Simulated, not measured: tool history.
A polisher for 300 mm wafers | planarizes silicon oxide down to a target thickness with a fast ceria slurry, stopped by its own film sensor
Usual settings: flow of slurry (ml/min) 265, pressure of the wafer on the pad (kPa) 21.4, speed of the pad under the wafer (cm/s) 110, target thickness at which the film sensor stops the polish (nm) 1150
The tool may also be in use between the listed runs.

| run | hour | flow of slurry (ml/min) | pressure of the wafer on the pad (kPa) | speed of the pad under the wafer (cm/s) | target thickness at which the film sensor stops the polish (nm) | wafers since the last listed run | wafers polished on this pad | hours since the slurry nozzle was cleaned | hours since the head pressure was calibrated | incoming thickness of the incoming film, nm | time until the film sensor stopped the polish (s) |
|---|---|---|---|---|---|---|---|---|---|---|---|
| 1 | 0 | 335 | 21.4 | 80 | 1150 | 0 | 1818 | 439.5 | 393.8 | 2244.4 | 94.9 |
|  | 31.5 | worn pad replaced by a new one |
| 2 | 69.5 | 265 | 21.4 | 110 | 1225 | 866 | 502 | 509 | 463.3 | 2197.7 | 59.6 |
|  | 130.1 | slurry nozzle cleaned |
| 3 | 134.1 | 265 | 21.4 | 110 | 1225 | 841 | 1343 | 4 | 527.9 | 2190.5 | 61.9 |
| 4 | 186.3 | 265 | 21.4 | 110 | 1150 | 690 | 2033 | 56.2 | 580.1 | 2233.4 | 72.6 |
|  | 200.3 | worn pad replaced by a new one |
| 5 | 231.7 | 265 | 21.4 | 110 | 1150 | 547 | 415 | 101.6 | 625.5 | 2205.2 | 63.6 |
| 6 | 281.4 | 265 | 21.4 | 110 | 1150 | 657 | 1072 | 151.3 | 675.2 | 2179.5 | 65.6 |
| 7 | 346.9 | 265 | 21.4 | 110 | 1150 | 866 | 1938 | 216.8 | 740.7 | 2222.2 | 70.6 |
|  | 400.9 | worn pad replaced by a new one |
| 8 | 417.7 | 265 | 21.4 | 110 | 1150 | 883 | 222 | 287.6 | 811.5 | 2240.1 | 63.8 |
| 9 | 447.3 | 265 | 21.4 | 110 | 1444 | 391 | 614 | 317.2 | 841.1 | 2197.8 | 45.8 |
| 10 | 474.6 | 265 | 16.5 | 92 | 1150 | 361 | 975 | 344.5 | 868.4 | 2213.2 | 92.2 |

Forecast run 11:
| 11 | 508.4 | 265 | 21.4 | 110 | 1150 | 447 | 1422 | 378.3 | 902.2 | 2201.7 | ? |

Run 11 gave time until the film sensor stopped the polish (s) 66.3.
Without the tool's hidden state the same run would have given time until the film sensor stopped the polish (s) 61.3.
